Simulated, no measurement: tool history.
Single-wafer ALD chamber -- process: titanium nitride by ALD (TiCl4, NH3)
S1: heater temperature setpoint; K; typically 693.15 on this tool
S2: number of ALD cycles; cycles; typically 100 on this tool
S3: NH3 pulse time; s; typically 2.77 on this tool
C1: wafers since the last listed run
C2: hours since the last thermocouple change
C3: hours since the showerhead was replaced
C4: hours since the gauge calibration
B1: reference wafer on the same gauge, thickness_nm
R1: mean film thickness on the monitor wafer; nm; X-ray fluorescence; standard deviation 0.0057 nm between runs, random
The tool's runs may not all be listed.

run 1 hour=0 | S1=693.15 S2=100 S3=2.77 | C1=0 C2=1307.7 C3=6374.9 C4=81.4 | B1=2.11 | R1=2.255
run 2 hour=38.4 | S1=693.15 S2=100 S3=2.77 | C1=110 C2=1346.1 C3=6413.3 C4=119.8 | B1=2.11 | R1=2.264
run 3 hour=77.9 | S1=693.15 S2=100 S3=2.77 | C1=114 C2=1385.6 C3=6452.8 C4=159.3 | B1=2.11 | R1=2.268
run 4 hour=161.5 | S1=693.15 S2=100 S3=2.77 | C1=241 C2=1469.2 C3=6536.4 C4=242.9 | B1=2.11 | R1=2.26
run 5 hour=352 | S1=693.15 S2=100 S3=2.77 | C1=550 C2=1659.7 C3=6726.9 C4=433.4 | B1=2.109 | R1=2.257
-- hour=417.3 thermocouple changed; heater temperature recalibrated
run 6 hour=417.8 | S1=693.15 S2=100 S3=2.77 | C1=166 C2=0.5 C3=6792.7 C4=499.2 | B1=2.111 | R1=2.253
run 7 hour=506.4 | S1=693.15 S2=100 S3=2.77 | C1=255 C2=89.1 C3=6881.3 C4=587.8 | B1=2.11 | R1=2.262
run 8 hour=601.8 | S1=693.15 S2=100 S3=2.77 | C1=275 C2=184.5 C3=6976.7 C4=683.2 | B1=2.109 | R1=2.25
run 9 hour=643.5 | S1=693.15 S2=100 S3=2.77 | C1=120 C2=226.2 C3=7018.4 C4=724.9 | B1=2.109 | R1=2.262
run 10 hour=694.1 | S1=693.15 S2=115 S3=3 | C1=146 C2=276.8 C3=7069 C4=775.5 | B1=2.11 | R1=2.605
run 11 hour=770.8 | S1=693.15 S2=115 S3=3 | C1=221 C2=353.5 C3=7145.7 C4=852.2 | B1=2.11 | R1=2.601
run 12 hour=920.9 | S1=693.15 S2=115 S3=3 | C1=433 C2=503.6 C3=7295.8 C4=1002.3 | B1=2.109 | R1=2.593
-- hour=979.3 showerhead replaced
run 13 hour=995.1 | S1=693.15 S2=100 S3=2.77 | C1=191 C2=577.8 C3=15.8 C4=1076.5 | B1=2.11 | R1=2.267
run 14 hour=1072.3 | S1=693.15 S2=100 S3=2.77 | C1=222 C2=655 C3=93 C4=1153.7 | B1=2.11 | R1=2.265
run 15 hour=1161 | S1=697.15 S2=100 S3=2.18 | C1=256 C2=743.7 C3=181.7 C4=1242.4 | B1=2.11 | R1=2.258
run 16 hour=1198.2 | S1=697.15 S2=100 S3=2.18 | C1=107 C2=780.9 C3=218.9 C4=1279.6 | B1=2.111 | R1=2.247
run 17 hour=1283.8 | S1=693.15 S2=100 S3=2.77 | C1=247 C2=866.5 C3=304.5 C4=1365.2 | B1=2.11 | R1=2.253
run 18 hour=1544.5 | S1=693.15 S2=100 S3=2.77 | C1=752 C2=1127.2 C3=565.2 C4=1625.9 | B1=2.109 | R1=2.26
run 19 hour=1613.3 | S1=693.15 S2=100 S3=2.77 | C1=198 C2=1196 C3=634 C4=1694.7 | B1=2.11 | R1=2.254
run 20 hour=1693.7 | S1=693.15 S2=120 S3=3.26 | C1=232 C2=1276.4 C3=714.4 C4=1775.1 | B1=2.111 | R1=2.713
run 21 hour=2009.8 | S1=681.15 S2=116 S3=2.42 | C1=912 C2=1592.5 C3=1030.5 C4=2091.2 | B1=2.111 | R1=2.606
run 22 hour=2097.6 | S1=693.15 S2=100 S3=2.77 | C1=253 C2=1680.3 C3=1118.3 C4=2179 | B1=2.111 | R1=2.252
run 23 hour=2162.3 | S1=681.15 S2=116 S3=2.42 | C1=186 C2=1745 C3=1183 C4=2243.7 | B1=2.11 | R1=2.613
run 24 hour=2254.7 | S1=707.15 S2=109 S3=2.31 | C1=266 C2=1837.4 C3=1275.4 C4=2336.1 | B1=2.111 | R1=2.464
-- hour=2304.1 gauge calibrated
-- hour=2338.6 thermocouple changed; heater temperature recalibrated
run 25 hour=2355 | S1=682.15 S2=110 S3=3.56 | C1=266 C2=16.4 C3=1375.7 C4=50.9 | B1=2.109 | R1=2.482
run 26 hour=2427.4 | S1=693.15 S2=100 S3=2.77 | C1=209 C2=88.8 C3=1448.1 C4=123.3 | B1=2.11 | R1=2.258
run 27 hour=2465.9 | S1=697.15 S2=100 S3=2.18 | C1=111 C2=127.3 C3=1486.6 C4=161.8 | B1=2.11 | R1=2.252
run 28 hour=2568.4 | S1=693.15 S2=100 S3=2.77 | C1=296 C2=229.8 C3=1589.1 C4=264.3 | B1=2.111 | R1=2.262
run 29 hour=2654.4 | S1=683.15 S2=82 S3=1.94 | C1=248 C2=315.8 C3=1675.1 C4=350.3 | B1=2.11 | R1=1.843
run 30 hour=2725.1 | S1=701.15 S2=107 S3=3.64 | C1=204 C2=386.5 C3=1745.8 C4=421 | B1=2.11 | R1=2.425
run 31 hour=2801.8 | S1=693.15 S2=100 S3=2.77 | C1=221 C2=463.2 C3=1822.5 C4=497.7 | B1=2.111 | R1=2.264
run 32 hour=2860.3 | S1=693.15 S2=100 S3=2.77 | C1=168 C2=521.7 C3=1881 C4=556.2 | B1=2.109 | R1=2.271
run 33 hour=2907 | S1=697.15 S2=100 S3=2.77 | C1=134 C2=568.4 C3=1927.7 C4=602.9 | B1=2.11 | R1=2.261
run 34 hour=2952 | S1=697.15 S2=112 S3=2.77 | C1=129 C2=613.4 C3=1972.7 C4=647.9 | B1=2.11 | R1=2.54
run 35 hour=3042.1 | S1=699.15 S2=100 S3=2.77 | C1=260 C2=703.5 C3=2062.8 C4=738 | B1=2.11 | R1=2.26
run 36 hour=3090.2 | S1=693.15 S2=114 S3=2.21 | C1=138 C2=751.6 C3=2110.9 C4=786.1 | B1=2.11 | R1=2.567
run 37 hour=3166.5 | S1=687.15 S2=107 S3=2.3 | C1=220 C2=827.9 C3=2187.2 C4=862.4 | B1=2.11 | R1=2.41
run 38 hour=3247.3 | S1=688.15 S2=108 S3=2.34 | C1=233 C2=908.7 C3=2268 C4=943.2 | B1=2.11 | R1=2.446

Here are 3 independent what-if runs from the current tool condition. What would each one return?
run A hour=3247.9 | S1=693.15 S2=100 S3=2.77 | C1=1 C2=909.3 C3=2268.6 C4=943.8 | B1=? | R1=?
run B hour=3247.9 | S1=693.15 S2=100 S3=3.59 | C1=1 C2=909.3 C3=2268.6 C4=943.8 | B1=? | R1=?
run C hour=3247.9 | S1=704.15 S2=87 S3=1.9 | C1=1 C2=909.3 C3=2268.6 C4=943.8 | B1=? | R1=?

run=A B1=2.11 R1=2.26
run=B B1=2.11 R1=2.268
run=C B1=2.11 R1=1.958
With the hidden condition removed and each run's random variation left untouched, the same runs would have given:
run=A R1=2.26
run=B R1=2.268
run=C R1=1.958

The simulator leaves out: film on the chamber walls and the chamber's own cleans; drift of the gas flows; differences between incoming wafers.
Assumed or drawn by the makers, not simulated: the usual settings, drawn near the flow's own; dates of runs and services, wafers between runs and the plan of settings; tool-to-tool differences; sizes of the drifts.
